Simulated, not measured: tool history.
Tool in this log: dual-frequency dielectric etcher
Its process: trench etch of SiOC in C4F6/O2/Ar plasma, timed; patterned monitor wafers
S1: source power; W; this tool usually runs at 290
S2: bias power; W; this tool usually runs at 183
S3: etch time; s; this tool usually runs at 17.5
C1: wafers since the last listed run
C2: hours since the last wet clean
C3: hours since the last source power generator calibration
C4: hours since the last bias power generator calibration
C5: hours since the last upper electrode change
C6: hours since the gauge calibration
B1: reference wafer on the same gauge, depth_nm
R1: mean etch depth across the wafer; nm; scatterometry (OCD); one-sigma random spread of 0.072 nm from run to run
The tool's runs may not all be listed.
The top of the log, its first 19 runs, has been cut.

-- hour=260.6 gauge calibrated
run 20 hour=274.1 | S1=290 S2=183 S3=17.5 | C1=128 C2=25.7 C3=92.5 C4=156.9 C5=81.8 C6=13.5 | B1=30.50 | R1=32.27
run 21 hour=291.1 | S1=330 S2=155 S3=15.0 | C1=153 C2=42.7 C3=109.5 C4=173.9 C5=98.8 C6=30.5 | B1=30.50 | R1=27.63
run 22 hour=306.9 | S1=290 S2=149 S3=17.5 | C1=142 C2=58.5 C3=125.3 C4=189.7 C5=114.6 C6=46.3 | B1=30.52 | R1=29.54
run 23 hour=322.9 | S1=310 S2=199 S3=14.0 | C1=144 C2=74.5 C3=141.3 C4=205.7 C5=130.6 C6=62.3 | B1=30.49 | R1=27.75
run 24 hour=335.9 | S1=240 S2=166 S3=13.5 | C1=117 C2=87.5 C3=154.3 C4=218.7 C5=143.6 C6=75.3 | B1=30.52 | R1=21.62
run 25 hour=353.7 | S1=260 S2=144 S3=15.0 | C1=160 C2=105.3 C3=172.1 C4=236.5 C5=161.4 C6=93.1 | B1=30.53 | R1=23.61
run 26 hour=370.8 | S1=290 S2=183 S3=17.5 | C1=154 C2=122.4 C3=189.2 C4=253.6 C5=178.5 C6=110.2 | B1=30.48 | R1=32.26
run 27 hour=377.9 | S1=290 S2=183 S3=14.0 | C1=64 C2=129.5 C3=196.3 C4=260.7 C5=185.6 C6=117.3 | B1=30.51 | R1=25.91
run 28 hour=394.2 | S1=290 S2=197 S3=15.5 | C1=146 C2=145.8 C3=212.6 C4=277.0 C5=201.9 C6=133.6 | B1=30.50 | R1=29.49
run 29 hour=403.0 | S1=290 S2=183 S3=17.5 | C1=79 C2=154.6 C3=221.4 C4=285.8 C5=210.7 C6=142.4 | B1=30.52 | R1=32.34
run 30 hour=410.4 | S1=290 S2=208 S3=17.5 | C1=66 C2=162.0 C3=228.8 C4=293.2 C5=218.1 C6=149.8 | B1=30.54 | R1=34.03

Here are 4 independent what-if runs from the current tool condition. What would each one return?
run A hour=410.8 | S1=290 S2=183 S3=17.5 | C1=3 C2=162.4 C3=229.2 C4=293.6 C5=218.5 C6=150.2 | B1=? | R1=?
run B hour=410.8 | S1=270 S2=163 S3=13.5 | C1=3 C2=162.4 C3=229.2 C4=293.6 C5=218.5 C6=150.2 | B1=? | R1=?
run C hour=410.8 | S1=320 S2=198 S3=17.5 | C1=3 C2=162.4 C3=229.2 C4=293.6 C5=218.5 C6=150.2 | B1=? | R1=?
run D hour=410.8 | S1=260 S2=226 S3=19.5 | C1=3 C2=162.4 C3=229.2 C4=293.6 C5=218.5 C6=150.2 | B1=? | R1=?

run=A B1=30.51 R1=32.43
run=B B1=30.51 R1=22.99
run=C B1=30.51 R1=35.19
run=D B1=30.51 R1=37.24
With the hidden condition removed and each run's random variation left untouched, the same runs would have given:
run=A R1=32.43
run=B R1=22.99
run=C R1=35.19
run=D R1=37.24
